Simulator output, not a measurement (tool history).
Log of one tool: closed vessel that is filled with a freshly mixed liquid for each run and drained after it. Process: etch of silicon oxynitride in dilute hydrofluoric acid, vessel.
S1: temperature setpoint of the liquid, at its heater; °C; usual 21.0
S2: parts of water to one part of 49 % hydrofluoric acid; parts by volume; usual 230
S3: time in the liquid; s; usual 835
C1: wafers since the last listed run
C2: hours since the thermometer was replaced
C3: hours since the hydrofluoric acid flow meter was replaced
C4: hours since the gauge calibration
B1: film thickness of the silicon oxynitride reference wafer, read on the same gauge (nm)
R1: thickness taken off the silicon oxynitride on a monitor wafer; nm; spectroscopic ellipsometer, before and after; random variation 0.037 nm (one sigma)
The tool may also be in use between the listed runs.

run	hour	S1	S2	S3	C1	C2	C3	C4	B1	R1
1	0.0	21.0	285	835	0	2810.7	774.7	274.1	70.01	8.34
2	14.3	21.0	285	835	648	2825.0	789.0	288.4	70.00	8.43
3	27.1	21.0	230	835	580	2837.8	801.8	301.2	69.98	10.77
4	37.7	21.0	230	835	480	2848.4	812.4	311.8	69.97	10.82
5	54.5	18.0	180	835	762	2865.2	829.2	328.6	70.01	12.47
6	66.9	18.0	180	835	562	2877.6	841.6	341.0	70.02	12.48
7	75.0	18.0	180	835	367	2885.7	849.7	349.1	69.97	12.54
8	81.5	23.0	230	490	294	2892.2	856.2	355.6	69.96	6.87
9	93.2	21.0	300	1010	530	2903.9	867.9	367.3	70.04	9.50
10	105.5	21.0	300	1010	558	2916.2	880.2	379.6	70.02	9.47
11	111.6	21.0	300	1010	276	2922.3	886.3	385.7	70.03	9.51
# hour 121.2: thermometer replaced
12	121.7	21.0	280	835	412	0.5	896.4	395.8	69.99	7.58
13	139.2	21.0	230	835	794	18.0	913.9	413.3	69.99	9.56
14	152.3	21.0	165	835	594	31.1	927.0	426.4	70.02	13.94
15	168.2	21.0	230	835	721	47.0	942.9	442.3	69.98	9.58
16	190.7	21.0	200	1010	1020	69.5	965.4	464.8	69.97	13.46
17	196.9	18.5	230	835	281	75.7	971.6	471.0	69.97	8.53
# hour 208.5: hydrofluoric acid flow meter replaced
18	211.6	21.0	230	835	621	90.4	3.1	485.7	70.05	9.92
19	218.6	21.0	230	835	317	97.4	10.1	492.7	69.98	9.91
20	236.2	21.0	230	835	798	115.0	27.7	510.3	70.00	9.90
21	247.1	22.5	230	835	494	125.9	38.6	521.2	70.00	10.62
# hour 251.3: gauge calibrated
22	259.5	22.5	185	445	562	138.3	51.0	8.2	69.98	7.34
23	296.8	21.0	230	835	1692	175.6	88.3	45.5	69.98	9.97
24	310.9	21.0	300	835	639	189.7	102.4	59.6	69.98	7.30
25	325.8	23.5	120	580	676	204.6	117.3	74.5	69.99	16.02
26	337.2	23.0	175	1280	517	216.0	128.7	85.9	69.99	22.92
27	349.5	24.0	170	835	558	228.3	141.0	98.2	69.97	16.09
28	359.3	21.0	330	835	444	238.1	150.8	108.0	70.01	6.50
29	368.5	21.0	300	1010	417	247.3	160.0	117.2	70.01	8.82
30	379.0	21.0	290	835	476	257.8	170.5	127.7	70.02	7.56
31	419.3	21.0	300	1010	1828	298.1	210.8	168.0	69.97	8.83
32	430.2	21.0	230	520	494	309.0	221.7	178.9	69.95	6.19
33	443.3	21.0	230	835	594	322.1	234.8	192.0	70.01	9.93

Forecast each of these 4 alternatives for the next run:
A	444.2	21.0	230	550	40	323.0	235.7	192.9	?	?
B	444.2	19.0	230	455	40	323.0	235.7	192.9	?	?
C	444.2	21.0	230	435	40	323.0	235.7	192.9	?	?
D	444.2	21.0	230	1055	40	323.0	235.7	192.9	?	?

run	B1	R1
A	70.03	6.54
B	70.03	4.94
C	70.03	5.18
D	70.03	12.55
Without the tool's hidden state the same runs would have given:
run	R1
A	6.51
B	4.92
C	5.15
D	12.49

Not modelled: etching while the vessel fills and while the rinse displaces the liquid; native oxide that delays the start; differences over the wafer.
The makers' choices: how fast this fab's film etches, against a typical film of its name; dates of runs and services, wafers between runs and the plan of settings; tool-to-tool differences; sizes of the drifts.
